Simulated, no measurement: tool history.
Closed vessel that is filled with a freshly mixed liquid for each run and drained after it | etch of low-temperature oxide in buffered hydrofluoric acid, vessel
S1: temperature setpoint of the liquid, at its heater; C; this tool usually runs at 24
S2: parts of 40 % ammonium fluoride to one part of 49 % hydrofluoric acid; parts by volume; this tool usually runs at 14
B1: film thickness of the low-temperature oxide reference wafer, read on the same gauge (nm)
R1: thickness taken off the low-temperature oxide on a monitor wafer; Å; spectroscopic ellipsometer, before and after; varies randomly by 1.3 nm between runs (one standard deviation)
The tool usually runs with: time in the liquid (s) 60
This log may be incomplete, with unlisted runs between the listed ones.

{"run": 1, "hour": 0.0, "S1": 26, "S2": 14, "time in the liquid (s)": 60, "B1": 89.99, "R1": 2046.7}
{"run": 2, "hour": 35.6, "S1": 26, "S2": 14, "time in the liquid (s)": 60, "B1": 89.97, "R1": 2059.2}
{"run": 3, "hour": 70.3, "S1": 26, "S2": 14, "time in the liquid (s)": 60, "B1": 90.02, "R1": 2049.8}
{"run": 4, "hour": 115.0, "S1": 24, "S2": 14, "time in the liquid (s)": 60, "B1": 90.03, "R1": 1842.5}
{"run": 5, "hour": 177.7, "S1": 24, "S2": 18, "time in the liquid (s)": 60, "B1": 90.01, "R1": 1422.2}
{"run": 6, "hour": 233.9, "S1": 24, "S2": 18, "time in the liquid (s)": 60, "B1": 90, "R1": 1403.7}
{"hour": 282.4, "done": "hydrofluoric acid flow meter replaced"}
{"hour": 284.8, "done": "gauge calibrated"}
{"run": 7, "hour": 312.9, "S1": 24, "S2": 18, "time in the liquid (s)": 60, "B1": 90.03, "R1": 1532.2}
{"run": 8, "hour": 359.7, "S1": 24, "S2": 18, "time in the liquid (s)": 60, "B1": 90.06, "R1": 1524.2}
{"run": 9, "hour": 431.5, "S1": 20.5, "S2": 9, "time in the liquid (s)": 35, "B1": 90.06, "R1": 1397.5}
{"run": 10, "hour": 497.0, "S1": 24, "S2": 14, "time in the liquid (s)": 60, "B1": 90.01, "R1": 1920.5}
{"run": 11, "hour": 531.1, "S1": 24, "S2": 14, "time in the liquid (s)": 40, "B1": 90.03, "R1": 1277.8}
{"hour": 559.1, "done": "thermometer replaced"}
{"run": 12, "hour": 564.3, "S1": 20, "S2": 14, "time in the liquid (s)": 60, "B1": 89.99, "R1": 1539}
{"run": 13, "hour": 635.1, "S1": 26.5, "S2": 18, "time in the liquid (s)": 90, "B1": 89.96, "R1": 2545.3}
{"run": 14, "hour": 717.3, "S1": 28.5, "S2": 14, "time in the liquid (s)": 30, "B1": 89.96, "R1": 1205.9}

5 options for the next run, each taken on its own from the tool as it stands now. Forecast them:
{"run": "A", "hour": 718.0, "S1": 26.5, "S2": 14, "time in the liquid (s)": 60, "B1": "?", "R1": "?"}
{"run": "B", "hour": 718.0, "S1": 27, "S2": 17.5, "time in the liquid (s)": 35, "B1": "?", "R1": "?"}
{"run": "C", "hour": 718.0, "S1": 24, "S2": 9.5, "time in the liquid (s)": 70, "B1": "?", "R1": "?"}
{"run": "D", "hour": 718.0, "S1": 27.5, "S2": 14, "time in the liquid (s)": 60, "B1": "?", "R1": "?"}
{"run": "E", "hour": 718.0, "S1": 24, "S2": 18.5, "time in the liquid (s)": 75, "B1": "?", "R1": "?"}

run=A B1=89.96 R1=2145.4
run=B B1=89.96 R1=1032.4
run=C B1=89.96 R1=3193.5
run=D B1=89.96 R1=2263.5
run=E B1=89.96 R1=1780
Take away the tool's hidden state, keep each run's random variation, and the runs would have read:
run=A R1=2262.6
run=B R1=1088.9
run=C R1=3307.7
run=D R1=2387.1
run=E R1=1877.7
